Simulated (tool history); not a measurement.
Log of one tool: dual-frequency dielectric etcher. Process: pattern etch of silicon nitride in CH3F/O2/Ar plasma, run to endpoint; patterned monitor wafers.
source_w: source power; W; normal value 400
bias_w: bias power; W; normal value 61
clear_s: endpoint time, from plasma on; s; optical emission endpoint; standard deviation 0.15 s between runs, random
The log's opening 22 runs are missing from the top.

| run | hour | source_w | bias_w | wafers since the last listed run | hours since the last wet clean | hours since the last source power generator calibration | hours since the last bias power generator calibration | hours since the last upper electrode change | incoming incoming film thickness, nm | clear_s |
|---|---|---|---|---|---|---|---|---|---|---|
| 23 | 305.1 | 310 | 56 | 244 | 120.4 | 160 | 3935.1 | 26.1 | 32.57 | 60.9 |
| 24 | 313.5 | 450 | 57 | 130 | 128.8 | 168.4 | 3943.5 | 34.5 | 32.62 | 47.7 |
| 25 | 333.3 | 400 | 66 | 307 | 148.6 | 188.2 | 3963.3 | 54.3 | 32.88 | 50.3 |
|  | 346.9 | bias power generator calibrated |
| 26 | 347.4 | 400 | 61 | 157 | 162.7 | 202.3 | 0.5 | 68.4 | 32.56 | 50.4 |
| 27 | 361.5 | 400 | 61 | 219 | 176.8 | 216.4 | 14.6 | 82.5 | 32.66 | 50.8 |
| 28 | 379 | 350 | 47 | 272 | 194.3 | 233.9 | 32.1 | 100 | 32.86 | 58.1 |
| 29 | 389.7 | 400 | 61 | 166 | 205 | 244.6 | 42.8 | 110.7 | 32.29 | 50 |
| 30 | 397.4 | 370 | 72 | 119 | 212.7 | 252.3 | 50.5 | 118.4 | 32.81 | 51.4 |
| 31 | 412.8 | 400 | 61 | 239 | 228.1 | 267.7 | 65.9 | 133.8 | 32.93 | 50.8 |
| 32 | 423.2 | 460 | 74 | 161 | 238.5 | 278.1 | 76.3 | 144.2 | 32.75 | 44.8 |
| 33 | 441 | 400 | 51 | 276 | 256.3 | 295.9 | 94.1 | 162 | 32.52 | 52.1 |
| 34 | 450.6 | 470 | 73 | 149 | 265.9 | 305.5 | 103.7 | 171.6 | 33.13 | 44.6 |

Each row is a separate what-if for the run after 34, all from the same tool condition, not one after another. Results?
| A | 451 | 340 | 61 | 6 | 266.3 | 305.9 | 104.1 | 172 | 32.97 | ? |
| B | 451 | 460 | 61 | 6 | 266.3 | 305.9 | 104.1 | 172 | 32.97 | ? |
| C | 451 | 350 | 61 | 6 | 266.3 | 305.9 | 104.1 | 172 | 32.97 | ? |
| D | 451 | 310 | 61 | 6 | 266.3 | 305.9 | 104.1 | 172 | 32.97 | ? |
| E | 451 | 480 | 70 | 6 | 266.3 | 305.9 | 104.1 | 172 | 32.97 | ? |

| run | clear_s |
|---|---|
| A | 56.5 |
| B | 47 |
| C | 55.4 |
| D | 60.2 |
| E | 44.7 |
With no hidden state in the tool, these same runs would have given:
| run | clear_s |
|---|---|
| A | 57.4 |
| B | 47.7 |
| C | 56.3 |
| D | 61.2 |
| E | 45.4 |

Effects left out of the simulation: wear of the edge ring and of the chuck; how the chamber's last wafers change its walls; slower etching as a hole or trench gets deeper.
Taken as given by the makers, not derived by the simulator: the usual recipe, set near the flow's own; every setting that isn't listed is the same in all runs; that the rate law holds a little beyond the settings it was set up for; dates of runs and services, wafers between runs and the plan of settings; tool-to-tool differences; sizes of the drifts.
